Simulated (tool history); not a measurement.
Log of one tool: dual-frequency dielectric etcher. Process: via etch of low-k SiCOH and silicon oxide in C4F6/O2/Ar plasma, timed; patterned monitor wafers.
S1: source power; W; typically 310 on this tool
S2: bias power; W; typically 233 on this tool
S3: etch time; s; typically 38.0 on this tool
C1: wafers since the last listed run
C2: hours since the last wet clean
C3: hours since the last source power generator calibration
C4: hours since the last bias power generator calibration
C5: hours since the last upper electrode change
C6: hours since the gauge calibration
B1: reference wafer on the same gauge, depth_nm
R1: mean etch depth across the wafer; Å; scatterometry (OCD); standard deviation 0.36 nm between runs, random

{"run": 1, "hour": 0.0, "S1": 310, "S2": 233, "S3": 38.0, "C1": 0, "C2": 259.9, "C3": 3436.0, "C4": 2083.5, "C5": 2557.1, "C6": 54.0, "B1": 94.9, "R1": 906}
{"run": 2, "hour": 17.9, "S1": 310, "S2": 233, "S3": 38.0, "C1": 228, "C2": 277.8, "C3": 3453.9, "C4": 2101.4, "C5": 2575.0, "C6": 71.9, "B1": 95.0, "R1": 903}
{"run": 3, "hour": 29.7, "S1": 290, "S2": 233, "S3": 38.0, "C1": 150, "C2": 289.6, "C3": 3465.7, "C4": 2113.2, "C5": 2586.8, "C6": 83.7, "B1": 94.9, "R1": 893}
{"run": 4, "hour": 36.6, "S1": 310, "S2": 233, "S3": 35.0, "C1": 88, "C2": 296.5, "C3": 3472.6, "C4": 2120.1, "C5": 2593.7, "C6": 90.6, "B1": 94.8, "R1": 833}
{"run": 5, "hour": 52.0, "S1": 310, "S2": 233, "S3": 38.0, "C1": 196, "C2": 311.9, "C3": 3488.0, "C4": 2135.5, "C5": 2609.1, "C6": 106.0, "B1": 94.9, "R1": 900}
{"run": 6, "hour": 68.2, "S1": 310, "S2": 221, "S3": 38.0, "C1": 206, "C2": 328.1, "C3": 3504.2, "C4": 2151.7, "C5": 2625.3, "C6": 122.2, "B1": 94.8, "R1": 880}
{"run": 7, "hour": 79.9, "S1": 310, "S2": 221, "S3": 38.0, "C1": 149, "C2": 339.8, "C3": 3515.9, "C4": 2163.4, "C5": 2637.0, "C6": 133.9, "B1": 94.9, "R1": 874}
{"run": 8, "hour": 97.4, "S1": 310, "S2": 233, "S3": 38.0, "C1": 223, "C2": 357.3, "C3": 3533.4, "C4": 2180.9, "C5": 2654.5, "C6": 151.4, "B1": 94.8, "R1": 900}
{"hour": 105.5, "done": "source power generator calibrated"}
{"run": 9, "hour": 112.9, "S1": 310, "S2": 233, "S3": 38.0, "C1": 146, "C2": 372.8, "C3": 7.4, "C4": 2196.4, "C5": 2670.0, "C6": 166.9, "B1": 94.9, "R1": 897}
{"hour": 150.5, "done": "upper electrode replaced, of another model than before"}
{"run": 10, "hour": 151.0, "S1": 310, "S2": 233, "S3": 38.0, "C1": 180, "C2": 410.9, "C3": 45.5, "C4": 2234.5, "C5": 0.5, "C6": 205.0, "B1": 94.9, "R1": 894}
{"run": 11, "hour": 151.3, "S1": 310, "S2": 233, "S3": 38.0, "C1": 3, "C2": 411.2, "C3": 45.8, "C4": 2234.8, "C5": 0.8, "C6": 205.3, "B1": 94.9, "R1": 901}
{"run": 12, "hour": 151.6, "S1": 310, "S2": 233, "S3": 38.0, "C1": 3, "C2": 411.5, "C3": 46.1, "C4": 2235.1, "C5": 1.1, "C6": 205.6, "B1": 94.8, "R1": 896}
{"hour": 159.0, "done": "bias power generator calibrated"}
{"run": 13, "hour": 165.0, "S1": 250, "S2": 233, "S3": 38.0, "C1": 120, "C2": 424.9, "C3": 59.5, "C4": 6.0, "C5": 14.5, "C6": 219.0, "B1": 94.9, "R1": 862}
{"run": 14, "hour": 173.8, "S1": 310, "S2": 233, "S3": 38.0, "C1": 112, "C2": 433.7, "C3": 68.3, "C4": 14.8, "C5": 23.3, "C6": 227.8, "B1": 94.9, "R1": 893}
{"run": 15, "hour": 191.7, "S1": 370, "S2": 263, "S3": 48.0, "C1": 228, "C2": 451.6, "C3": 86.2, "C4": 32.7, "C5": 41.2, "C6": 245.7, "B1": 94.9, "R1": 1206}
{"run": 16, "hour": 202.9, "S1": 310, "S2": 278, "S3": 47.5, "C1": 143, "C2": 462.8, "C3": 97.4, "C4": 43.9, "C5": 52.4, "C6": 256.9, "B1": 94.9, "R1": 1178}
{"run": 17, "hour": 219.2, "S1": 250, "S2": 233, "S3": 34.0, "C1": 208, "C2": 479.1, "C3": 113.7, "C4": 60.2, "C5": 68.7, "C6": 273.2, "B1": 94.9, "R1": 768}
{"run": 18, "hour": 228.1, "S1": 270, "S2": 203, "S3": 38.0, "C1": 113, "C2": 488.0, "C3": 122.6, "C4": 69.1, "C5": 77.6, "C6": 282.1, "B1": 95.0, "R1": 830}
{"run": 19, "hour": 238.6, "S1": 380, "S2": 248, "S3": 29.0, "C1": 134, "C2": 498.5, "C3": 133.1, "C4": 79.6, "C5": 88.1, "C6": 292.6, "B1": 94.9, "R1": 716}
{"hour": 272.5, "done": "wet clean of the chamber"}
{"run": 20, "hour": 273.0, "S1": 310, "S2": 233, "S3": 28.5, "C1": 132, "C2": 0.5, "C3": 167.5, "C4": 114.0, "C5": 122.5, "C6": 327.0, "B1": 94.7, "R1": 701}
{"run": 21, "hour": 273.3, "S1": 310, "S2": 233, "S3": 38.0, "C1": 3, "C2": 0.8, "C3": 167.8, "C4": 114.3, "C5": 122.8, "C6": 327.3, "B1": 94.9, "R1": 941}
{"run": 22, "hour": 279.1, "S1": 310, "S2": 233, "S3": 38.0, "C1": 74, "C2": 6.6, "C3": 173.6, "C4": 120.1, "C5": 128.6, "C6": 333.1, "B1": 95.0, "R1": 935}
{"hour": 288.8, "done": "gauge calibrated"}
{"run": 23, "hour": 293.1, "S1": 260, "S2": 233, "S3": 41.5, "C1": 178, "C2": 20.6, "C3": 187.6, "C4": 134.1, "C5": 142.6, "C6": 4.3, "B1": 94.9, "R1": 995}
{"run": 24, "hour": 301.1, "S1": 310, "S2": 277, "S3": 38.0, "C1": 102, "C2": 28.6, "C3": 195.6, "C4": 142.1, "C5": 150.6, "C6": 12.3, "B1": 94.8, "R1": 980}
{"run": 25, "hour": 318.6, "S1": 310, "S2": 279, "S3": 38.0, "C1": 223, "C2": 46.1, "C3": 213.1, "C4": 159.6, "C5": 168.1, "C6": 29.8, "B1": 94.9, "R1": 977}
{"run": 26, "hour": 350.0, "S1": 310, "S2": 233, "S3": 38.0, "C1": 400, "C2": 77.5, "C3": 244.5, "C4": 191.0, "C5": 199.5, "C6": 61.2, "B1": 95.0, "R1": 923}
{"run": 27, "hour": 365.0, "S1": 340, "S2": 193, "S3": 46.5, "C1": 191, "C2": 92.5, "C3": 259.5, "C4": 206.0, "C5": 214.5, "C6": 76.2, "B1": 94.9, "R1": 1096}
{"run": 28, "hour": 382.3, "S1": 310, "S2": 233, "S3": 35.0, "C1": 220, "C2": 109.8, "C3": 276.8, "C4": 223.3, "C5": 231.8, "C6": 93.5, "B1": 94.8, "R1": 850}
{"run": 29, "hour": 397.3, "S1": 310, "S2": 233, "S3": 38.0, "C1": 191, "C2": 124.8, "C3": 291.8, "C4": 238.3, "C5": 246.8, "C6": 108.5, "B1": 94.9, "R1": 919}
{"run": 30, "hour": 413.1, "S1": 310, "S2": 233, "S3": 38.0, "C1": 201, "C2": 140.6, "C3": 307.6, "C4": 254.1, "C5": 262.6, "C6": 124.3, "B1": 94.9, "R1": 925}

Here are 4 independent what-if runs from the current tool condition. What would each one return?
{"run": "A", "hour": 413.5, "S1": 310, "S2": 233, "S3": 38.0, "C1": 5, "C2": 141.0, "C3": 308.0, "C4": 254.5, "C5": 263.0, "C6": 124.7, "B1": "?", "R1": "?"}
{"run": "B", "hour": 413.5, "S1": 310, "S2": 209, "S3": 38.0, "C1": 5, "C2": 141.0, "C3": 308.0, "C4": 254.5, "C5": 263.0, "C6": 124.7, "B1": "?", "R1": "?"}
{"run": "C", "hour": 413.5, "S1": 310, "S2": 183, "S3": 38.0, "C1": 5, "C2": 141.0, "C3": 308.0, "C4": 254.5, "C5": 263.0, "C6": 124.7, "B1": "?", "R1": "?"}
{"run": "D", "hour": 413.5, "S1": 240, "S2": 233, "S3": 44.5, "C1": 5, "C2": 141.0, "C3": 308.0, "C4": 254.5, "C5": 263.0, "C6": 124.7, "B1": "?", "R1": "?"}

run=A B1=94.9 R1=924
run=B B1=94.9 R1=895
run=C B1=94.9 R1=863
run=D B1=94.9 R1=1038
What these runs would have given with no unlogged condition in the tool:
run=A R1=931
run=B R1=902
run=C R1=870
run=D R1=1047
